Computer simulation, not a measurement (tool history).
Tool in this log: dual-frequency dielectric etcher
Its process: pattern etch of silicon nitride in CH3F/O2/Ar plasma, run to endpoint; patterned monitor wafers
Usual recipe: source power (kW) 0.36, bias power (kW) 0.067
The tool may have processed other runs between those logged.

run   hour  source power (kW)  bias power (kW)  wafers since the last listed run  hours since the last wet clean  hours since the last source power generator calibration  hours since the last bias power generator calibration  hours since the last upper electrode change  incoming incoming film thickness, nm  endpoint time (s)
  1      0               0.36            0.067                                 0                           210.8                                                   2386.7                                                   3074                                       5482.4                                 19.76               28.4
  2    6.6               0.36            0.067                                53                           217.4                                                   2393.3                                                 3080.6                                         5489                                 19.85               28.6
  3   14.3               0.36            0.067                                61                           225.1                                                     2401                                                 3088.3                                       5496.7                                 19.66               28.3
  4     32               0.36            0.067                               142                           242.8                                                   2418.7                                                   3106                                       5514.4                                 19.68               28.5
  5   46.4               0.36            0.067                               115                           257.2                                                   2433.1                                                 3120.4                                       5528.8                                 19.87               28.4
  6   64.1               0.36            0.067                               142                           274.9                                                   2450.8                                                 3138.1                                       5546.5                                 19.72               28.2
  7   72.3               0.36            0.067                                65                           283.1                                                     2459                                                 3146.3                                       5554.7                                 19.84               28.3
  8   80.9               0.36            0.067                                69                           291.7                                                   2467.6                                                 3154.9                                       5563.3                                 19.72                 28
       109  -- wet clean of the chamber
  9  109.5               0.42            0.054                                36                             0.5                                                   2496.2                                                 3183.5                                       5591.9                                 19.68                 29
 10  109.8               0.42            0.054                                 2                             0.8                                                   2496.5                                                 3183.8                                       5592.2                                 19.84               29.1
 11  110.2               0.36            0.067                                 3                             1.2                                                   2496.9                                                 3184.2                                       5592.6                                 19.95               29.7
 12  120.4               0.36            0.067                                81                            11.4                                                   2507.1                                                 3194.4                                       5602.8                                 19.64               29.1
 13  129.6               0.43            0.067                                73                            20.6                                                   2516.3                                                 3203.6                                         5612                                 19.82               27.8
 14    140               0.44            0.062                                83                              31                                                   2526.7                                                   3214                                       5622.4                                 19.68               27.8
     158.5  -- source power generator calibrated
     161.7  -- bias power generator calibrated
     173.8  -- upper electrode replaced
 15  174.3               0.36            0.077                               120                            65.3                                                     15.8                                                   12.6                                          0.5                                 19.96               28.7
 16  174.6               0.36            0.067                                 2                            65.6                                                     16.1                                                   12.9                                          0.8                                 19.77               29.2
 17  174.9               0.36            0.081                                 2                            65.9                                                     16.4                                                   13.2                                          1.1                                 19.79               27.9
 18  179.5               0.36            0.067                                36                            70.5                                                       21                                                   17.8                                          5.7                                 19.89               29.3

What does the tool deliver on the next run?
 19  188.6               0.27            0.053                                73                            79.6                                                     30.1                                                   26.9                                         14.8                                 19.84                  ?

{"run 19": {"endpoint time (s)": 33.3}}
Minus the tool's unlogged condition, the same run would have read endpoint time (s) 33.9.
